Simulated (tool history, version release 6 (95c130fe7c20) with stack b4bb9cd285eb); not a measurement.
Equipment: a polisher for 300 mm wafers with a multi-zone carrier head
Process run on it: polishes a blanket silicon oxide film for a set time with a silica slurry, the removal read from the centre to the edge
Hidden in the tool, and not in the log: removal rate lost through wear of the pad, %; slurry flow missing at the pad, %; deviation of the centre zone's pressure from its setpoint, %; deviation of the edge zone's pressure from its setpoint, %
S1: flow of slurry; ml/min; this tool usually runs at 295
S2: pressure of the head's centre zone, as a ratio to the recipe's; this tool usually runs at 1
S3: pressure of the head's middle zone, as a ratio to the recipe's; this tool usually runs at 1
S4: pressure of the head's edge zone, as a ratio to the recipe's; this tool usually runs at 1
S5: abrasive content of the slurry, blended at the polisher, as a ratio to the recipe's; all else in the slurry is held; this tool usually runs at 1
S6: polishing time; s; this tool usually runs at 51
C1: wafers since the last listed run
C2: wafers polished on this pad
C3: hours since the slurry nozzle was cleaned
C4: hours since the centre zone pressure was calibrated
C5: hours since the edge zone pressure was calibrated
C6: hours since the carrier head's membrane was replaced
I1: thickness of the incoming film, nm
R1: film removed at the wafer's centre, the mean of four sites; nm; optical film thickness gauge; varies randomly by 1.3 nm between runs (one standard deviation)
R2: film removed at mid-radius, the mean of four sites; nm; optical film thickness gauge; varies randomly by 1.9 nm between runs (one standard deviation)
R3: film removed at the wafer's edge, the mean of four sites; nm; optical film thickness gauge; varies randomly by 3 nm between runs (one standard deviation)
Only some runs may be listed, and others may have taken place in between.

run,hour,S1,S2,S3,S4,S5,S6,C1,C2,C3,C4,C5,C6,I1,R1,R2,R3
1,0,295,1,1,1,1,41,0,1215,326.2,864.9,809.5,1080.1,792.5,167.4,161.7,157.2
2,62.8,295,1,1,1,1.15,51,1029,2245,389,927.7,872.3,1142.9,795.3,222.8,211.6,204
# hour 94.9: slurry nozzle cleaned
3,96.2,295,1,1,1,1.15,51,531,2776,1.3,961.1,905.7,1176.3,789.6,220.8,210.8,204.2
# hour 108.7: worn pad replaced by a new one
4,149.9,295,1,1,1,1,51,814,675,55,1014.8,959.4,1230,783.8,213,200.2,199.1
5,176.2,295,1,1,1,1,51,431,1107,81.3,1041.1,985.7,1256.3,769.7,214.3,199.4,196.6
6,231.9,295,1,1,1,1,51,913,2020,137,1096.8,1041.4,1312,786.9,208.2,195.2,192.6
7,294.8,295,1,1,1,1,51,1031,3051,199.9,1159.7,1104.3,1374.9,788.1,200.9,191.3,187.3
# hour 319.6: worn pad replaced by a new one
8,340.7,210,1,1,1,1,51,687,345,245.8,1205.6,1150.2,1420.8,782.6,207.2,192.2,198.4
9,382.4,210,1,1,1,1,51,683,1029,287.5,1247.3,1191.9,1462.5,784.7,203.1,190.3,188.4
# hour 402: centre zone pressure recalibrated
# hour 427.8: carrier head's membrane replaced by a new one
10,441.7,210,1,1,1,1,51,857,1887,346.8,39.7,1251.2,13.9,780.3,189.7,187.8,186.3
11,508.3,295,1.04,1,0.88,1,42,1092,2979,413.4,106.3,1317.8,80.5,782.9,167.3,157,150.9
# hour 536: worn pad replaced by a new one
# hour 536.7: edge zone pressure recalibrated
12,551.2,295,1,0.94,1,1,35,626,238,456.3,149.2,14.5,123.4,786.7,143,131.1,142
# hour 558.4: slurry nozzle cleaned
13,602.2,295,1.06,1,0.94,0.8,41,819,1057,43.8,200.2,65.5,174.4,778.1,151.2,138.2,135.8
14,632.1,335,1,0.94,0.92,1,51,490,1548,73.7,230.1,95.4,204.3,783.8,206.5,189.1,192.8
15,663.8,295,1,1,1,1,51,519,2068,105.4,261.8,127.1,236,797,203.4,193.1,192.4
16,705.4,295,1,1,1,1,51,682,2750,147,303.4,168.7,277.6,776.7,200.5,191.3,189.4
# hour 713.3: worn pad replaced by a new one
17,766.7,235,0.89,1,1,1.1,51,939,875,208.3,364.7,230,338.9,782.9,197.5,206.4,206.6
18,912.4,295,1,1,1,1,51,2389,3265,354,510.4,375.7,484.6,781.9,200.8,188.6,188
# hour 916.6: worn pad replaced by a new one
19,963.2,265,1,1,1,1,51,767,764,404.8,561.2,426.5,535.4,775.6,207.2,200.2,201.5
20,1028.2,295,1,1,1,1,51,1065,1829,469.8,626.2,491.5,600.4,779.6,207,193.2,194

Measured minus without-hidden-state, run by run (identical run-to-run variation in each term; gauge scatter may differ):
run,R1,R2,R3
1,+3.6,-5.4,-5.2
2,+0.2,-12,-11.5
3,-2.4,-14.5,-14
4,+7.2,-4.5,-4.4
5,+5.5,-6.2,-6.1
6,+1.5,-10.1,-9.9
7,-2.9,-14.4,-14.1
8,+9.9,-1.9,-1.8
9,+7,-4.6,-4.5
10,-6.6,-8.5,-8.5
11,-8.4,-11,-10.6
12,+1.4,-1.8,-1.9
13,-0.4,-4.4,-4.3
14,-2.2,-8,-8.2
15,-4,-10.4,-10.4
16,-6.3,-13.3,-13.2
17,+3.6,-4.7,-4.5
18,-5.1,-14.4,-14.3
19,+5.5,-4.6,-4.6
20,+1.3,-9,-8.9
